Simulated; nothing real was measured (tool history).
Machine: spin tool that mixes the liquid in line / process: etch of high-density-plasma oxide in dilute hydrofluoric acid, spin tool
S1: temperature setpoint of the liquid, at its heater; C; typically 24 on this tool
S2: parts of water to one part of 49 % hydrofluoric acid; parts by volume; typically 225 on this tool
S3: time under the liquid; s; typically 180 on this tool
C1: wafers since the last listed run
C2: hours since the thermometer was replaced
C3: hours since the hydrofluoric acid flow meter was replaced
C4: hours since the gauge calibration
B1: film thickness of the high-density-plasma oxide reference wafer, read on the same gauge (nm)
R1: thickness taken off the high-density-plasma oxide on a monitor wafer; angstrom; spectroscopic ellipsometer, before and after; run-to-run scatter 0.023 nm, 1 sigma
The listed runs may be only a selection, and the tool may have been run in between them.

Run 1, hour 0: usual settings but S3 220 s; C1 0; C2 488.8; C3 410.4; C4 956.1; B1 70.02. Result: R1 69.4 angstrom.
Run 2, hour 64.2: usual settings; C1 440; C2 553; C3 474.6; C4 1020.3; B1 70.02. Result: R1 56.7 angstrom.
At hour 71.7: thermometer replaced.
Run 3, hour 92.2: usual settings; C1 185; C2 20.5; C3 502.6; C4 1048.3; B1 70.02. Result: R1 54.8 angstrom.
Run 4, hour 133.8: usual settings; C1 285; C2 62.1; C3 544.2; C4 1089.9; B1 70.02. Result: R1 54.1 angstrom.
Run 5, hour 185.7: usual settings; C1 356; C2 114; C3 596.1; C4 1141.8; B1 69.98. Result: R1 54.9 angstrom.
Run 6, hour 224.8: usual settings; C1 268; C2 153.1; C3 635.2; C4 1180.9; B1 69.97. Result: R1 54.8 angstrom.
At hour 239.2: hydrofluoric acid flow meter replaced.
Run 7, hour 381.1: usual settings but S1 26 C, S2 200 parts by volume; C1 1066; C2 309.4; C3 141.9; C4 1337.2; B1 69.99. Result: R1 69.2 angstrom.
Run 8, hour 423.7: usual settings but S1 26 C, S2 200 parts by volume; C1 292; C2 352; C3 184.5; C4 1379.8; B1 70.03. Result: R1 69.1 angstrom.
Run 9, hour 474.2: usual settings but S2 305 parts by volume, S3 260 s; C1 346; C2 402.5; C3 235; C4 1430.3; B1 69.99. Result: R1 54.6 angstrom.
Run 10, hour 510.5: usual settings but S2 305 parts by volume, S3 260 s; C1 249; C2 438.8; C3 271.3; C4 1466.6; B1 69.99. Result: R1 55.3 angstrom.
Run 11, hour 552.1: usual settings but S2 305 parts by volume, S3 260 s; C1 285; C2 480.4; C3 312.9; C4 1508.2; B1 69.99. Result: R1 54.9 angstrom.
Run 12, hour 620.1: usual settings; C1 466; C2 548.4; C3 380.9; C4 1576.2; B1 69.94. Result: R1 56.7 angstrom.
Run 13, hour 650.9: usual settings; C1 211; C2 579.2; C3 411.7; C4 1607; B1 70.04. Result: R1 56.3 angstrom.
At hour 656.7: thermometer replaced.
Run 14, hour 681.6: usual settings but S2 290 parts by volume; C1 203; C2 24.9; C3 442.4; C4 1637.7; B1 70.03. Result: R1 39.5 angstrom.
Run 15, hour 727.9: usual settings but S2 290 parts by volume; C1 317; C2 71.2; C3 488.7; C4 1684; B1 70. Result: R1 39.8 angstrom.
Run 16, hour 759.6: usual settings but S1 26 C, S3 100 s; C1 217; C2 102.9; C3 520.4; C4 1715.7; B1 69.98. Result: R1 32.5 angstrom.
At hour 798: hydrofluoric acid flow meter replaced.
Run 17, hour 812.8: usual settings but S1 29 C, S2 310 parts by volume, S3 260 s; C1 358; C2 156.1; C3 14.8; C4 1768.9; B1 69.99. Result: R1 61.1 angstrom.
Run 18, hour 837.3: usual settings but S1 25.5 C, S2 120 parts by volume; C1 168; C2 180.6; C3 39.3; C4 1793.4; B1 69.96. Result: R1 121.2 angstrom.
Run 19, hour 904: usual settings but S1 26 C, S2 305 parts by volume, S3 255 s; C1 457; C2 247.3; C3 106; C4 1860.1; B1 70.01. Result: R1 56.5 angstrom.
Run 20, hour 931.7: usual settings; C1 190; C2 275; C3 133.7; C4 1887.8; B1 70.02. Result: R1 54.5 angstrom.
Run 21, hour 965.3: usual settings but S1 21 C, S2 140 parts by volume; C1 230; C2 308.6; C3 167.3; C4 1921.4; B1 70.01. Result: R1 86.5 angstrom.
At hour 1006.7: gauge calibrated.
Run 22, hour 1033.2: usual settings but S1 29 C, S2 130 parts by volume; C1 466; C2 376.5; C3 235.2; C4 26.5; B1 69.96. Result: R1 128.8 angstrom.
Run 23, hour 1097.7: usual settings but S2 315 parts by volume; C1 442; C2 441; C3 299.7; C4 91; B1 70.03. Result: R1 36.5 angstrom.
Run 24, hour 1160.3: usual settings but S1 20.5 C, S3 230 s; C1 429; C2 503.6; C3 362.3; C4 153.6; B1 69.96. Result: R1 63.5 angstrom.
At hour 1219: thermometer replaced.
Run 25, hour 1308.3: usual settings; C1 1009; C2 89.3; C3 510.3; C4 301.6; B1 70.03. Result: R1 55 angstrom.
Run 26, hour 1341.1: usual settings; C1 225; C2 122.1; C3 543.1; C4 334.4; B1 69.94. Result: R1 55.6 angstrom.
Run 27, hour 1412.7: usual settings but S1 27.5 C, S2 135 parts by volume, S3 135 s; C1 491; C2 193.7; C3 614.7; C4 406; B1 70.02. Result: R1 88.2 angstrom.
At hour 1474.7: hydrofluoric acid flow meter replaced.
Run 28, hour 1475.2: usual settings; C1 422; C2 256.2; C3 0.5; C4 468.5; B1 70.04. Result: R1 55.2 angstrom.
Run 29, hour 1521.7: usual settings but S2 175 parts by volume; C1 319; C2 302.7; C3 47; C4 515; B1 70.01. Result: R1 75.1 angstrom.
Run 30, hour 1573.1: usual settings but S1 27.5 C, S2 315 parts by volume, S3 145 s; C1 352; C2 354.1; C3 98.4; C4 566.4; B1 70.04. Result: R1 32.9 angstrom.

Alternative continuations, all from the tool just after run 30; predict every row:
Run A, hour 1573.6: usual settings but S3 260 s; C1 3; C2 354.6; C3 98.9; C4 566.9; B1 ?. Result: R1 ?.
Run B, hour 1573.6: usual settings but S1 20 C, S2 140 parts by volume, S3 275 s; C1 3; C2 354.6; C3 98.9; C4 566.9; B1 ?. Result: R1 ?.
Run C, hour 1573.6: usual settings but S1 20 C, S2 260 parts by volume; C1 3; C2 354.6; C3 98.9; C4 566.9; B1 ?. Result: R1 ?.
Run D, hour 1573.6: usual settings but S1 20.5 C; C1 3; C2 354.6; C3 98.9; C4 566.9; B1 ?. Result: R1 ?.

run     B1     R1
  A  70.01     80
  B  70.01  128.1
  C  70.01     40
  D  70.01   48.7
With no hidden state in the tool, these same runs would have given:
run     R1
  A   76.5
  B  122.1
  C   38.2
  D   46.5
